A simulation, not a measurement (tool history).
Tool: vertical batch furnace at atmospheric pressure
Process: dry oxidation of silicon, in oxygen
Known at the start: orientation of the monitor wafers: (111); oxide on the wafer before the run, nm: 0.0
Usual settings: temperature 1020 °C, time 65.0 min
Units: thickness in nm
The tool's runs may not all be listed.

run	hour	temperature	time	read-back reference wafer on the same gauge, thickness	thickness
1	0.0	1034	65.0	62.06	80.63
2	51.8	1034	65.0	62.12	81.33
3	103.3	1020	78.0	62.09	83.35
4	307.5	1020	78.0	62.13	84.10
5	377.9	1020	52.0	62.12	64.70
6	414.7	1020	52.0	62.07	63.98
7	485.0	1020	54.5	62.10	66.19
8	509.5	1020	54.5	62.05	66.07
9	571.7	1020	54.5	62.14	66.34
10	620.8	1029	44.0	62.20	61.11
11	653.8	1029	44.0	62.09	60.94
12	700.4	1020	65.0	62.07	74.20
13	743.3	1020	65.0	62.12	73.72
14	787.5	1020	65.0	62.18	73.85
15	816.0	1020	83.0	62.10	87.12
16	887.8	1020	75.0	61.96	79.85
17	948.8	1020	75.0	62.24	79.72
18	1018.8	1020	65.0	62.06	73.30
19	1154.1	999	88.0	62.05	75.63
20	1186.1	1020	75.0	62.03	80.36
21	1223.1	1040	56.0	62.13	75.49
22	1291.7	1020	53.0	62.06	63.28
23	1353.7	1020	65.0	62.07	75.07
24	1424.0	1020	65.0	62.04	75.74
25	1452.7	1020	43.0	62.12	57.72
26	1497.5	1030	36.5	62.01	55.12
27	1554.2	1020	65.0	62.05	75.64
28	1602.9	1020	65.0	62.05	75.33
29	1627.7	1020	65.0	62.10	75.99
30	1656.9	1031	33.5	62.10	52.96
31	1857.2	1041	97.0	62.22	109.70
32	1889.5	1020	55.5	62.18	68.16
33	1918.5	1008	81.5	62.05	79.89
34	1981.2	1020	65.0	62.16	75.46
35	2018.0	1014	78.0	62.23	81.46
36	2048.3	1040	50.0	62.10	71.76
37	2088.9	1020	65.0	62.07	75.48
38	2141.4	1020	45.0	62.02	59.41
39	2205.3	1031	54.0	62.06	71.86

Not shown: 4 entries that the log had between the listed runs. Between which runs, and how does the tool's hidden state differ before and after?
Between runs 15 and 16: boat lift adjusted (hour 887.3)
  monitor wafer colder than the profiled boat position, K: 2.69 -> 4.97
  measured less the result without the state, thickness: -1.61 -> -2.80 nm
Between runs 19 and 20: gauge calibrated (hour 1168.4)
  monitor wafer colder than the profiled boat position, K: 5.11 -> 5.13
  measured less the result without the state, thickness: -2.85 -> -2.91 nm
Between runs 22 and 23: boat lift adjusted, repeated, since the last time left the tool worse (hour 1331.6)
  monitor wafer colder than the profiled boat position, K: 5.19 -> 0.0958
  measured less the result without the state, thickness: -2.41 -> -0.05 nm
Between runs 24 and 25: thermocouples replaced and temperature profile calibrated (hour 1448.5)
  monitor wafer colder than the profiled boat position, K: 0.133 -> 0.148
  measured less the result without the state, thickness: -0.07 -> -0.06 nm
